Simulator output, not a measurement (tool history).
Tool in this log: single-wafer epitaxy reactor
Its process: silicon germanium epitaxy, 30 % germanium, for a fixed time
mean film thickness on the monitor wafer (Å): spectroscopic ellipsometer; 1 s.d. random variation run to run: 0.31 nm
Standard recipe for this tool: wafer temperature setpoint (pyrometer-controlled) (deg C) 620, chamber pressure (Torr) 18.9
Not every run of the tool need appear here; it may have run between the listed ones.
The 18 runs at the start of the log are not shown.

| run | hour | wafer temperature setpoint (pyrometer-controlled) (deg C) | chamber pressure (Torr) | read-back reference wafer on the same gauge, thickness_nm | mean film thickness on the monitor wafer (Å) |
|---|---|---|---|---|---|
| 19 | 876.7 | 615 | 21.2 | 92.594 | 774.91 |
| 20 | 920.5 | 620 | 18.9 | 92.526 | 800.92 |
| 21 | 961.7 | 627 | 21.0 | 92.565 | 928.76 |
| 22 | 1012.6 | 626 | 21.3 | 92.547 | 922.49 |
| 23 | 1064.8 | 620 | 21.6 | 92.643 | 836.99 |
| 24 | 1110.7 | 620 | 18.9 | 92.708 | 794.32 |
| 25 | 1142.3 | 635 | 15.2 | 92.579 | 929.39 |
| 26 | 1190.8 | 620 | 17.4 | 92.588 | 770.45 |
| 27 | 1253.7 | 614 | 17.1 | 92.504 | 688.84 |
| 28 | 1298.6 | 620 | 18.9 | 92.462 | 788.44 |
| 29 | 1340.3 | 629 | 23.5 | 92.657 | 985.45 |
| 30 | 1404.4 | 610 | 17.5 | 92.721 | 648.13 |
| 31 | 1469.2 | 620 | 18.9 | 92.623 | 783.03 |
| 32 | 1516.7 | 628 | 16.4 | 92.672 | 847.62 |

Consider 4 possible next runs. They are alternatives, not a sequence: every one starts from the tool as it was left by run 32. What does each give?
| A | 1517.1 | 606 | 18.9 | ? | ? |
| B | 1517.1 | 611 | 18.9 | ? | ? |
| C | 1517.1 | 628 | 21.3 | ? | ? |
| D | 1517.1 | 609 | 15.5 | ? | ? |

| run | read-back reference wafer on the same gauge, thickness_nm | mean film thickness on the monitor wafer (Å) |
|---|---|---|
| A | 92.551 | 621.42 |
| B | 92.551 | 674.95 |
| C | 92.551 | 929.83 |
| D | 92.551 | 605.70 |
Stripped of hidden state, with their random variation kept, the same runs would have yielded:
| run | mean film thickness on the monitor wafer (Å) |
|---|---|
| A | 650.26 |
| B | 706.09 |
| C | 971.93 |
| D | 633.71 |
